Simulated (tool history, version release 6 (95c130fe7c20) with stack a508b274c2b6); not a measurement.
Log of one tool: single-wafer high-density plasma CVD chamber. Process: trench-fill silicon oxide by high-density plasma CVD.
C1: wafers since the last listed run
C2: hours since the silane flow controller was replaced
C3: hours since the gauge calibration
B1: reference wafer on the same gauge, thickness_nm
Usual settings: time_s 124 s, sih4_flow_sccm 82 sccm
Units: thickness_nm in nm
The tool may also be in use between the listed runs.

{"run": 1, "hour": 0.0, "time_s": 124, "sih4_flow_sccm": 82, "C1": 0, "C2": 2036.2, "C3": 1489.8, "B1": 830.271, "thickness_nm": 977.539}
{"run": 2, "hour": 44.8, "time_s": 124, "sih4_flow_sccm": 82, "C1": 505, "C2": 2081.0, "C3": 1534.6, "B1": 829.727, "thickness_nm": 973.885}
{"run": 3, "hour": 144.3, "time_s": 124, "sih4_flow_sccm": 82, "C1": 1121, "C2": 2180.5, "C3": 1634.1, "B1": 830.193, "thickness_nm": 973.148}
{"run": 4, "hour": 242.9, "time_s": 124, "sih4_flow_sccm": 82, "C1": 1111, "C2": 2279.1, "C3": 1732.7, "B1": 829.12, "thickness_nm": 968.406}
{"hour": 303.6, "done": "silane flow controller replaced"}
{"run": 5, "hour": 318.9, "time_s": 112, "sih4_flow_sccm": 78, "C1": 766, "C2": 15.3, "C3": 1808.7, "B1": 829.408, "thickness_nm": 870.141}
{"run": 6, "hour": 395.6, "time_s": 112, "sih4_flow_sccm": 78, "C1": 864, "C2": 92.0, "C3": 1885.4, "B1": 831.101, "thickness_nm": 881.901}
{"run": 7, "hour": 584.6, "time_s": 124, "sih4_flow_sccm": 86, "C1": 2130, "C2": 281.0, "C3": 2074.4, "B1": 830.072, "thickness_nm": 1069.095}
{"run": 8, "hour": 625.4, "time_s": 124, "sih4_flow_sccm": 86, "C1": 460, "C2": 321.8, "C3": 2115.2, "B1": 830.452, "thickness_nm": 1074.648}
{"run": 9, "hour": 700.9, "time_s": 124, "sih4_flow_sccm": 82, "C1": 851, "C2": 397.3, "C3": 2190.7, "B1": 830.382, "thickness_nm": 1020.204}
{"run": 10, "hour": 779.1, "time_s": 124, "sih4_flow_sccm": 82, "C1": 881, "C2": 475.5, "C3": 2268.9, "B1": 829.212, "thickness_nm": 1020.905}
{"run": 11, "hour": 844.0, "time_s": 124, "sih4_flow_sccm": 82, "C1": 731, "C2": 540.4, "C3": 2333.8, "B1": 830.946, "thickness_nm": 1025.812}
{"run": 12, "hour": 918.6, "time_s": 124, "sih4_flow_sccm": 82, "C1": 841, "C2": 615.0, "C3": 2408.4, "B1": 829.846, "thickness_nm": 1015.246}
{"run": 13, "hour": 1013.6, "time_s": 124, "sih4_flow_sccm": 70, "C1": 1071, "C2": 710.0, "C3": 2503.4, "B1": 829.819, "thickness_nm": 867.536}
{"run": 14, "hour": 1061.6, "time_s": 124, "sih4_flow_sccm": 70, "C1": 541, "C2": 758.0, "C3": 2551.4, "B1": 830.17, "thickness_nm": 865.931}
{"run": 15, "hour": 1165.6, "time_s": 137, "sih4_flow_sccm": 87, "C1": 1172, "C2": 862.0, "C3": 2655.4, "B1": 829.838, "thickness_nm": 1186.901}
{"run": 16, "hour": 1433.7, "time_s": 124, "sih4_flow_sccm": 82, "C1": 3022, "C2": 1130.1, "C3": 2923.5, "B1": 831.132, "thickness_nm": 1002.669}
{"run": 17, "hour": 1708.4, "time_s": 124, "sih4_flow_sccm": 82, "C1": 3097, "C2": 1404.8, "C3": 3198.2, "B1": 829.364, "thickness_nm": 1003.557}
{"run": 18, "hour": 1802.8, "time_s": 109, "sih4_flow_sccm": 82, "C1": 1064, "C2": 1499.2, "C3": 3292.6, "B1": 829.512, "thickness_nm": 880.681}
{"run": 19, "hour": 1843.7, "time_s": 109, "sih4_flow_sccm": 82, "C1": 461, "C2": 1540.1, "C3": 3333.5, "B1": 830.6, "thickness_nm": 874.297}
{"run": 20, "hour": 1882.3, "time_s": 109, "sih4_flow_sccm": 82, "C1": 435, "C2": 1578.7, "C3": 3372.1, "B1": 830.433, "thickness_nm": 873.884}
{"run": 21, "hour": 1952.5, "time_s": 124, "sih4_flow_sccm": 76, "C1": 791, "C2": 1648.9, "C3": 3442.3, "B1": 830.828, "thickness_nm": 924.062}
{"run": 22, "hour": 2010.9, "time_s": 141, "sih4_flow_sccm": 82, "C1": 658, "C2": 1707.3, "C3": 3500.7, "B1": 830.628, "thickness_nm": 1133.295}
{"run": 23, "hour": 2094.4, "time_s": 124, "sih4_flow_sccm": 82, "C1": 941, "C2": 1790.8, "C3": 3584.2, "B1": 830.161, "thickness_nm": 988.996}
{"run": 24, "hour": 2171.8, "time_s": 106, "sih4_flow_sccm": 89, "C1": 872, "C2": 1868.2, "C3": 3661.6, "B1": 831.226, "thickness_nm": 918.814}
{"run": 25, "hour": 2254.8, "time_s": 124, "sih4_flow_sccm": 82, "C1": 935, "C2": 1951.2, "C3": 3744.6, "B1": 830.644, "thickness_nm": 984.573}
{"run": 26, "hour": 2340.8, "time_s": 99, "sih4_flow_sccm": 96, "C1": 969, "C2": 2037.2, "C3": 3830.6, "B1": 829.315, "thickness_nm": 914.432}
{"hour": 2400.3, "done": "silane flow controller replaced"}
{"run": 27, "hour": 2400.8, "time_s": 124, "sih4_flow_sccm": 82, "C1": 586, "C2": 0.5, "C3": 3890.6, "B1": 830.893, "thickness_nm": 1007.034}
{"hour": 2415.9, "done": "gauge calibrated"}
{"run": 28, "hour": 2458.6, "time_s": 130, "sih4_flow_sccm": 89, "C1": 651, "C2": 58.3, "C3": 42.7, "B1": 830.112, "thickness_nm": 1151.407}
{"run": 29, "hour": 2501.0, "time_s": 145, "sih4_flow_sccm": 95, "C1": 478, "C2": 100.7, "C3": 85.1, "B1": 831.227, "thickness_nm": 1367.374}
{"run": 30, "hour": 2589.9, "time_s": 109, "sih4_flow_sccm": 72, "C1": 1002, "C2": 189.6, "C3": 174.0, "B1": 829.603, "thickness_nm": 779.247}
{"run": 31, "hour": 2684.1, "time_s": 124, "sih4_flow_sccm": 98, "C1": 1062, "C2": 283.8, "C3": 268.2, "B1": 830.914, "thickness_nm": 1198.767}
{"run": 32, "hour": 2790.6, "time_s": 137, "sih4_flow_sccm": 82, "C1": 1200, "C2": 390.3, "C3": 374.7, "B1": 829.854, "thickness_nm": 1109.504}
{"run": 33, "hour": 2866.1, "time_s": 124, "sih4_flow_sccm": 82, "C1": 851, "C2": 465.8, "C3": 450.2, "B1": 830.308, "thickness_nm": 1008.625}
{"run": 34, "hour": 2932.0, "time_s": 124, "sih4_flow_sccm": 73, "C1": 742, "C2": 531.7, "C3": 516.1, "B1": 830.054, "thickness_nm": 899.196}
{"run": 35, "hour": 2978.3, "time_s": 109, "sih4_flow_sccm": 82, "C1": 522, "C2": 578.0, "C3": 562.4, "B1": 830.931, "thickness_nm": 885.166}
{"run": 36, "hour": 3047.5, "time_s": 124, "sih4_flow_sccm": 93, "C1": 780, "C2": 647.2, "C3": 631.6, "B1": 829.87, "thickness_nm": 1137.776}
{"run": 37, "hour": 3154.1, "time_s": 124, "sih4_flow_sccm": 82, "C1": 1201, "C2": 753.8, "C3": 738.2, "B1": 830.467, "thickness_nm": 1007.993}
{"run": 38, "hour": 3221.2, "time_s": 141, "sih4_flow_sccm": 74, "C1": 756, "C2": 820.9, "C3": 805.3, "B1": 829.869, "thickness_nm": 1024.35}

The next listed run, before its measurement:
{"run": 39, "hour": 3313.4, "time_s": 103, "sih4_flow_sccm": 82, "C1": 1039, "C2": 913.1, "C3": 897.5, "B1": "?", "thickness_nm": "?"}

B1: 828.500
thickness_nm: 832.700 nm
Without the tool's hidden state the same run would have given thickness_nm 840.968 nm.
